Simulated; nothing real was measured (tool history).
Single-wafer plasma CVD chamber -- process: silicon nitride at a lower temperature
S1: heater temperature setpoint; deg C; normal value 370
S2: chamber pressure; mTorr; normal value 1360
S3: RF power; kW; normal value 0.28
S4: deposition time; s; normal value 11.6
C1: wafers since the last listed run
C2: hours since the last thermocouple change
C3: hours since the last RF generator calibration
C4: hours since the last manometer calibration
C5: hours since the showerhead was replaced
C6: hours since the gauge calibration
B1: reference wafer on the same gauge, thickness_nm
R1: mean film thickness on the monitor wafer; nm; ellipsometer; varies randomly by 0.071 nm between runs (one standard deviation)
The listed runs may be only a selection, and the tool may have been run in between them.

run   hour   S1    S2     S3    S4    C1      C2      C3      C4      C5     C6      B1      R1
  1      0  370  1360   0.28  11.6     0  2248.7   755.5  1738.2    6578  436.4  13.813  12.249
      21.2  -- thermocouple changed; heater temperature recalibrated
  2   21.7  370  1360   0.28  11.6   496     0.5   777.2  1759.9  6599.7  458.1  13.806  12.086
  3   28.1  370  1360   0.28  11.6   232     6.9   783.6  1766.3  6606.1  464.5  13.782   12.19
  4   54.8  370  1360   0.28  11.6   968    33.6   810.3    1793  6632.8  491.2  13.798  12.172
  5   67.4  370  1360   0.28  11.6   456    46.2   822.9  1805.6  6645.4  503.8  13.792  12.089
  6   99.6  370  1360  0.265  11.6  1167    78.4   855.1  1837.8  6677.6    536  13.801  11.545
  7  117.7  370  1360   0.28  11.6   656    96.5   873.2  1855.9  6695.7  554.1  13.765  12.107
  8  147.4  370  1360   0.28   9.5  1076   126.2   902.9  1885.6  6725.4  583.8  13.777   9.904
  9    169  370  1220    0.3  11.6   783   147.8   924.5  1907.2    6747  605.4  13.798  12.481
 10  187.5  377  1360   0.28  11.6   670   166.3     943  1925.7  6765.5  623.9    13.8  12.016
 11    200  370  1080   0.31  11.6   453   178.8   955.5  1938.2    6778  636.4  13.788  12.426
 12  222.7  358  1360   0.28   9.6   823   201.5   978.2  1960.9  6800.7  659.1  13.802  10.058
 13  252.4  370  1360   0.28  11.6  1076   231.2  1007.9  1990.6  6830.4  688.8  13.798  12.215
     273.8  -- capacitance manometer re-zeroed and calibrated
 14  275.6  370  1020  0.235  11.6   551   254.4  1031.1     1.8  6853.6    712  13.784   9.874
     289.5  -- gauge calibrated
 15  294.3  370  1360   0.28  11.6   678   273.1  1049.8    20.5  6872.3    4.8  13.792   12.08
       305  -- showerhead replaced
 16  308.1  370  1360   0.32  13.4   210   286.9  1063.6    34.3     3.1   18.6  13.799  15.424
 17  341.3  370  1080   0.28  11.6  1203   320.1  1096.8    67.5    36.3   51.8  13.816  11.494
     351.2  -- RF generator calibrated
 18  366.1  364  1360   0.25  12.9   609   344.9    14.9    92.3    61.1   76.6  13.799  12.945
 19  381.8  370  1360   0.31  11.6   569   360.6    30.6     108    76.8   92.3  13.789  13.862

What will run 20 give?
 20  404.5  384  1360  0.26  10.5  823  383.3  53.3  130.7  99.5  115   ?   ?

Run 20 gave B1 13.801, R1 10.728 nm.
The same run, on a tool lacking any hidden state, would have yielded R1 10.956 nm.

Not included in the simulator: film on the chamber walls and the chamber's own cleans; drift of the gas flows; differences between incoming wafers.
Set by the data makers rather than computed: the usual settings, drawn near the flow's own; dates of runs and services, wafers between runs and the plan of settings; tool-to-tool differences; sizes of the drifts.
